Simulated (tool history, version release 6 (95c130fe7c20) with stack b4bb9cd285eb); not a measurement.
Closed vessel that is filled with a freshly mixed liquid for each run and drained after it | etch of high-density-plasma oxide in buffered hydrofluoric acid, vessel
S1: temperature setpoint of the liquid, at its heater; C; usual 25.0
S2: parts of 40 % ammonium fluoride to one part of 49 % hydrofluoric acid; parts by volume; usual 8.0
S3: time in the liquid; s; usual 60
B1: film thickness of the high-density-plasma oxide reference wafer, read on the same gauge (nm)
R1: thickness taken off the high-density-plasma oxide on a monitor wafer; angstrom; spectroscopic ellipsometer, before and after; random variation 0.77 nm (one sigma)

run 1 hour=0.0 | S1=25.0 S2=9.0 S3=60 | B1=150.02 | R1=762.7
-- hour=45.6 gauge calibrated
run 2 hour=48.0 | S1=25.0 S2=6.5 S3=60 | B1=150.00 | R1=1080.6
run 3 hour=87.3 | S1=25.0 S2=8.0 S3=60 | B1=150.02 | R1=880.6
run 4 hour=268.9 | S1=25.0 S2=8.0 S3=60 | B1=149.99 | R1=874.7
run 5 hour=323.1 | S1=25.0 S2=8.0 S3=60 | B1=150.01 | R1=856.8
run 6 hour=351.8 | S1=25.0 S2=8.0 S3=60 | B1=149.99 | R1=871.2
run 7 hour=411.7 | S1=21.5 S2=6.0 S3=30 | B1=149.99 | R1=469.8
run 8 hour=469.5 | S1=27.0 S2=6.5 S3=35 | B1=150.00 | R1=695.4
run 9 hour=512.4 | S1=27.0 S2=9.5 S3=60 | B1=150.02 | R1=818.9
run 10 hour=581.2 | S1=27.5 S2=7.0 S3=90 | B1=150.00 | R1=1712.6
run 11 hour=635.6 | S1=25.0 S2=5.0 S3=60 | B1=149.98 | R1=1328.6
run 12 hour=699.8 | S1=30.0 S2=6.5 S3=85 | B1=149.99 | R1=1978.8
-- hour=720.1 hydrofluoric acid flow meter replaced
-- hour=739.4 thermometer replaced
run 13 hour=765.0 | S1=28.0 S2=5.5 S3=60 | B1=150.03 | R1=1450.9
run 14 hour=807.0 | S1=25.0 S2=5.5 S3=50 | B1=150.00 | R1=1022.2
run 15 hour=837.0 | S1=25.0 S2=8.0 S3=60 | B1=150.00 | R1=862.4
run 16 hour=905.7 | S1=25.0 S2=8.0 S3=85 | B1=149.99 | R1=1226.5
run 17 hour=966.0 | S1=25.0 S2=8.0 S3=95 | B1=150.01 | R1=1365.0
run 18 hour=1034.6 | S1=25.0 S2=8.0 S3=70 | B1=150.00 | R1=1035.5
run 19 hour=1100.0 | S1=25.0 S2=9.5 S3=85 | B1=149.99 | R1=1034.3
run 20 hour=1163.8 | S1=27.0 S2=9.5 S3=60 | B1=150.02 | R1=816.1
run 21 hour=1213.8 | S1=25.0 S2=8.0 S3=60 | B1=150.02 | R1=869.5
run 22 hour=1268.2 | S1=25.0 S2=8.0 S3=60 | B1=150.00 | R1=872.5
run 23 hour=1314.6 | S1=25.0 S2=8.0 S3=40 | B1=150.00 | R1=583.4
run 24 hour=1355.6 | S1=25.0 S2=8.0 S3=60 | B1=149.99 | R1=862.2
run 25 hour=1426.5 | S1=27.5 S2=5.0 S3=60 | B1=150.01 | R1=1510.4
run 26 hour=1573.9 | S1=25.0 S2=11.0 S3=30 | B1=149.97 | R1=325.4
run 27 hour=1629.2 | S1=29.0 S2=10.5 S3=80 | B1=150.01 | R1=1125.1
run 28 hour=1669.9 | S1=21.5 S2=8.0 S3=45 | B1=150.00 | R1=541.5
run 29 hour=1715.0 | S1=21.0 S2=9.5 S3=30 | B1=150.01 | R1=298.2
run 30 hour=1744.1 | S1=21.0 S2=8.0 S3=40 | B1=150.00 | R1=466.3
run 31 hour=1795.8 | S1=25.0 S2=8.0 S3=60 | B1=150.00 | R1=867.4

4 ways to go on from here, each from the tool as it stands after run 31. What would each give?
run A hour=1796.5 | S1=25.0 S2=8.0 S3=80 | B1=? | R1=?
run B hour=1796.5 | S1=22.5 S2=8.0 S3=40 | B1=? | R1=?
run C hour=1796.5 | S1=27.0 S2=5.0 S3=30 | B1=? | R1=?
run D hour=1796.5 | S1=25.0 S2=11.0 S3=60 | B1=? | R1=?

run=A B1=149.98 R1=1163.5
run=B B1=149.98 R1=507.6
run=C B1=149.98 R1=748.1
run=D B1=149.98 R1=655.1
Without the tool's hidden state the same runs would have given:
run=A R1=1163.5
run=B R1=507.6
run=C R1=748.1
run=D R1=655.1
